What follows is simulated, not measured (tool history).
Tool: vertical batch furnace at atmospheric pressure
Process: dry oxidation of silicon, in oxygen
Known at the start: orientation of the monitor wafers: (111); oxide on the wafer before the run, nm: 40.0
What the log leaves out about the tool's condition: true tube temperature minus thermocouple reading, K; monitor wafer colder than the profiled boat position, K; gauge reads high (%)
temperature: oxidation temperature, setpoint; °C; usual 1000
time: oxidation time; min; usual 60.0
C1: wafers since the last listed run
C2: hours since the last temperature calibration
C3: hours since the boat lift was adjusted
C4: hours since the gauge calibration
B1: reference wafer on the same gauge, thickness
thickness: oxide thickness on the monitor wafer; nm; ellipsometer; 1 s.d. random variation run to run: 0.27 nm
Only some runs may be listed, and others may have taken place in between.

{"run": 1, "hour": 0.0, "temperature": 1000, "time": 60.0, "C1": 0, "C2": 1643.5, "C3": 3250.1, "C4": 356.9, "B1": 73.4, "thickness": 86.97}
{"run": 2, "hour": 20.7, "temperature": 1000, "time": 60.0, "C1": 255, "C2": 1664.2, "C3": 3270.8, "C4": 377.6, "B1": 73.32, "thickness": 86.95}
{"run": 3, "hour": 56.6, "temperature": 1000, "time": 60.0, "C1": 443, "C2": 1700.1, "C3": 3306.7, "C4": 413.5, "B1": 73.28, "thickness": 86.86}
{"run": 4, "hour": 68.7, "temperature": 1000, "time": 60.0, "C1": 149, "C2": 1712.2, "C3": 3318.8, "C4": 425.6, "B1": 73.19, "thickness": 86.62}
{"run": 5, "hour": 93.3, "temperature": 1000, "time": 60.0, "C1": 303, "C2": 1736.8, "C3": 3343.4, "C4": 450.2, "B1": 73.12, "thickness": 86.51}
{"run": 6, "hour": 118.8, "temperature": 1005, "time": 76.0, "C1": 314, "C2": 1762.3, "C3": 3368.9, "C4": 475.7, "B1": 73.12, "thickness": 98.85}
{"run": 7, "hour": 147.5, "temperature": 1000, "time": 60.0, "C1": 354, "C2": 1791.0, "C3": 3397.6, "C4": 504.4, "B1": 72.99, "thickness": 86.55}
{"run": 8, "hour": 167.6, "temperature": 994, "time": 60.0, "C1": 248, "C2": 1811.1, "C3": 3417.7, "C4": 524.5, "B1": 72.99, "thickness": 83.99}
{"run": 9, "hour": 200.7, "temperature": 1014, "time": 60.0, "C1": 408, "C2": 1844.2, "C3": 3450.8, "C4": 557.6, "B1": 72.94, "thickness": 92.79}
{"run": 10, "hour": 230.9, "temperature": 1014, "time": 60.0, "C1": 372, "C2": 1874.4, "C3": 3481.0, "C4": 587.8, "B1": 72.83, "thickness": 92.78}
{"run": 11, "hour": 258.2, "temperature": 1014, "time": 60.0, "C1": 336, "C2": 1901.7, "C3": 3508.3, "C4": 615.1, "B1": 72.79, "thickness": 92.35}
{"run": 12, "hour": 338.5, "temperature": 1000, "time": 60.0, "C1": 991, "C2": 1982.0, "C3": 3588.6, "C4": 695.4, "B1": 72.57, "thickness": 86.28}
{"hour": 343.5, "done": "gauge calibrated"}
{"run": 13, "hour": 365.9, "temperature": 1000, "time": 60.0, "C1": 338, "C2": 2009.4, "C3": 3616.0, "C4": 22.4, "B1": 73.98, "thickness": 87.97}
{"run": 14, "hour": 399.4, "temperature": 1000, "time": 60.0, "C1": 413, "C2": 2042.9, "C3": 3649.5, "C4": 55.9, "B1": 73.97, "thickness": 87.83}
{"run": 15, "hour": 421.8, "temperature": 1000, "time": 60.0, "C1": 276, "C2": 2065.3, "C3": 3671.9, "C4": 78.3, "B1": 73.89, "thickness": 87.51}
{"run": 16, "hour": 434.7, "temperature": 1000, "time": 60.0, "C1": 159, "C2": 2078.2, "C3": 3684.8, "C4": 91.2, "B1": 73.89, "thickness": 87.86}
{"run": 17, "hour": 463.1, "temperature": 1000, "time": 60.0, "C1": 350, "C2": 2106.6, "C3": 3713.2, "C4": 119.6, "B1": 73.8, "thickness": 87.11}
{"run": 18, "hour": 483.1, "temperature": 1000, "time": 60.0, "C1": 246, "C2": 2126.6, "C3": 3733.2, "C4": 139.6, "B1": 73.77, "thickness": 87.91}
{"run": 19, "hour": 500.6, "temperature": 1000, "time": 47.5, "C1": 216, "C2": 2144.1, "C3": 3750.7, "C4": 157.1, "B1": 73.69, "thickness": 79.0}
{"run": 20, "hour": 521.4, "temperature": 1000, "time": 60.0, "C1": 256, "C2": 2164.9, "C3": 3771.5, "C4": 177.9, "B1": 73.62, "thickness": 87.68}
{"run": 21, "hour": 544.7, "temperature": 1000, "time": 60.0, "C1": 287, "C2": 2188.2, "C3": 3794.8, "C4": 201.2, "B1": 73.64, "thickness": 87.56}
{"hour": 578.3, "done": "thermocouples replaced and temperature profile calibrated"}
{"run": 22, "hour": 578.8, "temperature": 1000, "time": 60.0, "C1": 124, "C2": 0.5, "C3": 3828.9, "C4": 235.3, "B1": 73.58, "thickness": 87.33}
{"run": 23, "hour": 582.6, "temperature": 1000, "time": 30.0, "C1": 46, "C2": 4.3, "C3": 3832.7, "C4": 239.1, "B1": 73.51, "thickness": 66.15}
{"run": 24, "hour": 609.9, "temperature": 1018, "time": 46.0, "C1": 336, "C2": 31.6, "C3": 3860.0, "C4": 266.4, "B1": 73.46, "thickness": 84.33}
{"run": 25, "hour": 626.0, "temperature": 988, "time": 85.0, "C1": 198, "C2": 47.7, "C3": 3876.1, "C4": 282.5, "B1": 73.45, "thickness": 95.98}
{"run": 26, "hour": 643.5, "temperature": 1025, "time": 81.0, "C1": 216, "C2": 65.2, "C3": 3893.6, "C4": 300.0, "B1": 73.4, "thickness": 113.22}
{"run": 27, "hour": 669.9, "temperature": 1015, "time": 51.5, "C1": 325, "C2": 91.6, "C3": 3920.0, "C4": 326.4, "B1": 73.28, "thickness": 87.26}
{"run": 28, "hour": 702.2, "temperature": 1000, "time": 38.0, "C1": 398, "C2": 123.9, "C3": 3952.3, "C4": 358.7, "B1": 73.29, "thickness": 71.99}
{"hour": 734.9, "done": "boat lift adjusted"}
{"run": 29, "hour": 735.4, "temperature": 987, "time": 60.0, "C1": 113, "C2": 157.1, "C3": 0.5, "C4": 391.9, "B1": 73.18, "thickness": 81.49}
{"run": 30, "hour": 761.8, "temperature": 1010, "time": 60.0, "C1": 325, "C2": 183.5, "C3": 26.9, "C4": 418.3, "B1": 73.11, "thickness": 91.01}
{"run": 31, "hour": 794.4, "temperature": 1000, "time": 52.0, "C1": 402, "C2": 216.1, "C3": 59.5, "C4": 450.9, "B1": 73.07, "thickness": 81.0}
{"run": 32, "hour": 817.9, "temperature": 1014, "time": 60.0, "C1": 290, "C2": 239.6, "C3": 83.0, "C4": 474.4, "B1": 72.96, "thickness": 92.76}
{"run": 33, "hour": 847.5, "temperature": 1000, "time": 48.5, "C1": 365, "C2": 269.2, "C3": 112.6, "C4": 504.0, "B1": 72.92, "thickness": 79.21}
{"run": 34, "hour": 882.5, "temperature": 1020, "time": 60.0, "C1": 432, "C2": 304.2, "C3": 147.6, "C4": 539.0, "B1": 72.84, "thickness": 95.67}
{"run": 35, "hour": 907.9, "temperature": 1000, "time": 87.5, "C1": 313, "C2": 329.6, "C3": 173.0, "C4": 564.4, "B1": 72.72, "thickness": 103.56}
{"run": 36, "hour": 940.3, "temperature": 1024, "time": 77.0, "C1": 399, "C2": 362.0, "C3": 205.4, "C4": 596.8, "B1": 72.74, "thickness": 109.22}
{"run": 37, "hour": 953.4, "temperature": 1015, "time": 31.5, "C1": 161, "C2": 375.1, "C3": 218.5, "C4": 609.9, "B1": 72.68, "thickness": 70.5}
{"run": 38, "hour": 988.1, "temperature": 1000, "time": 60.0, "C1": 428, "C2": 409.8, "C3": 253.2, "C4": 644.6, "B1": 72.61, "thickness": 86.16}
{"run": 39, "hour": 1000.1, "temperature": 1022, "time": 42.5, "C1": 148, "C2": 421.8, "C3": 265.2, "C4": 656.6, "B1": 72.63, "thickness": 82.09}
{"run": 40, "hour": 1016.5, "temperature": 981, "time": 69.0, "C1": 202, "C2": 438.2, "C3": 281.6, "C4": 673.0, "B1": 72.5, "thickness": 83.53}

Predict each of these 3 candidate next runs independently; none follows another, all start after run 40:
{"run": "A", "hour": 1020.4, "temperature": 1000, "time": 60.0, "C1": 48, "C2": 442.1, "C3": 285.5, "C4": 676.9, "B1": "?", "thickness": "?"}
{"run": "B", "hour": 1020.4, "temperature": 986, "time": 72.5, "C1": 48, "C2": 442.1, "C3": 285.5, "C4": 676.9, "B1": "?", "thickness": "?"}
{"run": "C", "hour": 1020.4, "temperature": 1009, "time": 51.0, "C1": 48, "C2": 442.1, "C3": 285.5, "C4": 676.9, "B1": "?", "thickness": "?"}

run=A B1=72.51 thickness=85.79
run=B B1=72.51 thickness=87.36
run=C B1=72.51 thickness=83.41
The same runs, with their run-to-run variation unchanged, on a tool lacking any hidden condition would have given:
run=A thickness=87.78
run=B thickness=89.38
run=C thickness=85.34

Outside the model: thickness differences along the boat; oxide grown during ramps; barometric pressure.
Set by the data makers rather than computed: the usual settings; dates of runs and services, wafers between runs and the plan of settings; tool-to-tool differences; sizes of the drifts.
